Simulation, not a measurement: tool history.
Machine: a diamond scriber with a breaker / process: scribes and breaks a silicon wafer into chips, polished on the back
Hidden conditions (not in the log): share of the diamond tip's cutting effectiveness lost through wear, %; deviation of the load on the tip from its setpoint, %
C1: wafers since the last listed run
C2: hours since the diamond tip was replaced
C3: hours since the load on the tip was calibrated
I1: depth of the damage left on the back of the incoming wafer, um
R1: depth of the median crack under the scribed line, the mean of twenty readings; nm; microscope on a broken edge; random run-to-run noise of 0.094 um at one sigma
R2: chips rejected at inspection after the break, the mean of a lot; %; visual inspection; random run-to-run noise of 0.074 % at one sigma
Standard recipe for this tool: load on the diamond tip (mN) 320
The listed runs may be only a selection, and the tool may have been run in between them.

Run 1, hour 0.0: usual settings but load on the diamond tip (mN) 353; C1 0; C2 376.5; C3 1968.2; I1 0.04. Result: R1 8890 nm, R2 2.54 %.
Run 2, hour 16.3: usual settings; C1 40; C2 392.8; C3 1984.5; I1 0.03. Result: R1 8340 nm, R2 3.40 %.
Run 3, hour 31.6: usual settings; C1 37; C2 408.1; C3 1999.8; I1 0.05. Result: R1 8460 nm, R2 3.54 %.
Run 4, hour 40.2: usual settings; C1 21; C2 416.7; C3 2008.4; I1 0.02. Result: R1 8270 nm, R2 3.62 %.
Run 5, hour 52.0: usual settings; C1 29; C2 428.5; C3 2020.2; I1 0.04. Result: R1 8420 nm, R2 3.58 %.
Run 6, hour 68.0: usual settings but load on the diamond tip (mN) 366; C1 39; C2 444.5; C3 2036.2; I1 0.02. Result: R1 8780 nm, R2 2.58 %.
Run 7, hour 74.4: usual settings but load on the diamond tip (mN) 366; C1 15; C2 450.9; C3 2042.6; I1 0.03. Result: R1 8940 nm, R2 2.80 %.
Run 8, hour 83.0: usual settings but load on the diamond tip (mN) 366; C1 21; C2 459.5; C3 2051.2; I1 0.01. Result: R1 8710 nm, R2 2.56 %.
Run 9, hour 96.5: usual settings; C1 33; C2 473.0; C3 2064.7; I1 0.03. Result: R1 8250 nm, R2 4.39 %.
Run 10, hour 105.6: usual settings; C1 22; C2 482.1; C3 2073.8; I1 0.05. Result: R1 8160 nm, R2 4.22 %.
Run 11, hour 112.8: usual settings; C1 17; C2 489.3; C3 2081.0; I1 0.04. Result: R1 8330 nm, R2 4.50 %.
Run 12, hour 122.4: usual settings; C1 23; C2 498.9; C3 2090.6; I1 0.02. Result: R1 8250 nm, R2 4.39 %.
At hour 132.0: diamond tip replaced by a new one.
Run 13, hour 138.8: usual settings but load on the diamond tip (mN) 287; C1 35; C2 6.8; C3 2107.0; I1 0.03. Result: R1 9200 nm, R2 2.26 %.
Run 14, hour 147.9: usual settings but load on the diamond tip (mN) 287; C1 22; C2 15.9; C3 2116.1; I1 0.04. Result: R1 9000 nm, R2 2.23 %.
At hour 158.0: load on the tip recalibrated.
Run 15, hour 164.7: usual settings but load on the diamond tip (mN) 345; C1 36; C2 32.7; C3 6.7; I1 0.05. Result: R1 9650 nm, R2 2.18 %.
Run 16, hour 171.0: usual settings but load on the diamond tip (mN) 345; C1 15; C2 39.0; C3 13.0; I1 0.02. Result: R1 9710 nm, R2 2.14 %.
Run 17, hour 179.7: usual settings but load on the diamond tip (mN) 244; C1 21; C2 47.7; C3 21.7; I1 0.02. Result: R1 8520 nm, R2 3.85 %.
Run 18, hour 195.6: usual settings but load on the diamond tip (mN) 244; C1 39; C2 63.6; C3 37.6; I1 0.01. Result: R1 8280 nm, R2 3.82 %.
Run 19, hour 209.2: usual settings; C1 33; C2 77.2; C3 51.2; I1 0.02. Result: R1 9410 nm, R2 2.10 %.
Run 20, hour 218.0: usual settings; C1 21; C2 86.0; C3 60.0; I1 0.04. Result: R1 9340 nm, R2 2.14 %.
Run 21, hour 231.1: usual settings; C1 32; C2 99.1; C3 73.1; I1 0.03. Result: R1 9210 nm, R2 2.13 %.
Run 22, hour 242.8: usual settings but load on the diamond tip (mN) 289; C1 28; C2 110.8; C3 84.8; I1 0.01. Result: R1 8880 nm, R2 2.60 %.
Run 23, hour 253.4: usual settings; C1 26; C2 121.4; C3 95.4; I1 0.03. Result: R1 9090 nm, R2 2.16 %.
Run 24, hour 259.6: usual settings but load on the diamond tip (mN) 247; C1 15; C2 127.6; C3 101.6; I1 0.03. Result: R1 8140 nm, R2 3.94 %.
Run 25, hour 273.5: usual settings but load on the diamond tip (mN) 273; C1 34; C2 141.5; C3 115.5; I1 0.04. Result: R1 8540 nm, R2 3.38 %.
Run 26, hour 279.8: usual settings but load on the diamond tip (mN) 268; C1 15; C2 147.8; C3 121.8; I1 0.04. Result: R1 8340 nm, R2 3.67 %.
Run 27, hour 287.2: usual settings but load on the diamond tip (mN) 239; C1 18; C2 155.2; C3 129.2; I1 0.03. Result: R1 8190 nm, R2 4.92 %.
Run 28, hour 296.9: usual settings; C1 23; C2 164.9; C3 138.9; I1 0.03. Result: R1 9180 nm, R2 2.07 %.
Run 29, hour 304.1: usual settings but load on the diamond tip (mN) 408; C1 17; C2 172.1; C3 146.1; I1 0.03. Result: R1 10060 nm, R2 2.40 %.
Run 30, hour 310.7: usual settings but load on the diamond tip (mN) 358; C1 16; C2 178.7; C3 152.7; I1 0.05. Result: R1 9680 nm, R2 2.04 %.
Run 31, hour 318.7: usual settings but load on the diamond tip (mN) 251; C1 19; C2 186.7; C3 160.7; I1 0.01. Result: R1 8190 nm, R2 4.52 %.
Run 32, hour 329.8: usual settings but load on the diamond tip (mN) 284; C1 27; C2 197.8; C3 171.8; I1 0.02. Result: R1 8620 nm, R2 3.19 %.
Run 33, hour 336.8: usual settings but load on the diamond tip (mN) 376; C1 17; C2 204.8; C3 178.8; I1 0.02. Result: R1 9680 nm, R2 2.10 %.
Run 34, hour 344.9: usual settings; C1 19; C2 212.9; C3 186.9; I1 0.01. Result: R1 9110 nm, R2 2.26 %.
Run 35, hour 359.9: usual settings; C1 36; C2 227.9; C3 201.9; I1 0.04. Result: R1 8920 nm, R2 2.26 %.
Run 36, hour 372.0: usual settings but load on the diamond tip (mN) 370; C1 29; C2 240.0; C3 214.0; I1 0.05. Result: R1 9440 nm, R2 1.89 %.
Run 37, hour 388.2: usual settings but load on the diamond tip (mN) 291; C1 39; C2 256.2; C3 230.2; I1 0.01. Result: R1 8350 nm, R2 3.26 %.
Run 38, hour 404.3: usual settings but load on the diamond tip (mN) 275; C1 39; C2 272.3; C3 246.3; I1 0.02. Result: R1 8300 nm, R2 4.06 %.
Run 39, hour 418.5: usual settings but load on the diamond tip (mN) 407; C1 34; C2 286.5; C3 260.5; I1 0.03. Result: R1 10060 nm, R2 2.20 %.
Run 40, hour 434.6: usual settings; C1 39; C2 302.6; C3 276.6; I1 0.04. Result: R1 8760 nm, R2 2.86 %.
Run 41, hour 443.8: usual settings; C1 22; C2 311.8; C3 285.8; I1 0.04. Result: R1 8700 nm, R2 2.78 %.

Alternative continuations, all from the tool just after run 41; predict every row:
Run A, hour 444.5: usual settings; C1 1; C2 312.5; C3 286.5; I1 0.01. Result: R1 ?, R2 ?.
Run B, hour 444.5: usual settings but load on the diamond tip (mN) 346; C1 1; C2 312.5; C3 286.5; I1 0.01. Result: R1 ?, R2 ?.
Run C, hour 444.5: usual settings but load on the diamond tip (mN) 241; C1 1; C2 312.5; C3 286.5; I1 0.01. Result: R1 ?, R2 ?.
Run D, hour 444.5: usual settings but load on the diamond tip (mN) 292; C1 1; C2 312.5; C3 286.5; I1 0.01. Result: R1 ?, R2 ?.
Run E, hour 444.5: usual settings but load on the diamond tip (mN) 393; C1 1; C2 312.5; C3 286.5; I1 0.01. Result: R1 ?, R2 ?.

run    R1    R2
  A  8740  2.70
  B  9040  2.23
  C  7780  6.18
  D  8410  3.55
  E  9580  2.01
What these runs would have given with no unlogged condition in the tool:
run     R1    R2
  A   9470  1.99
  B   9800  2.12
  C   8430  3.47
  D   9110  2.16
  E  10380  2.92
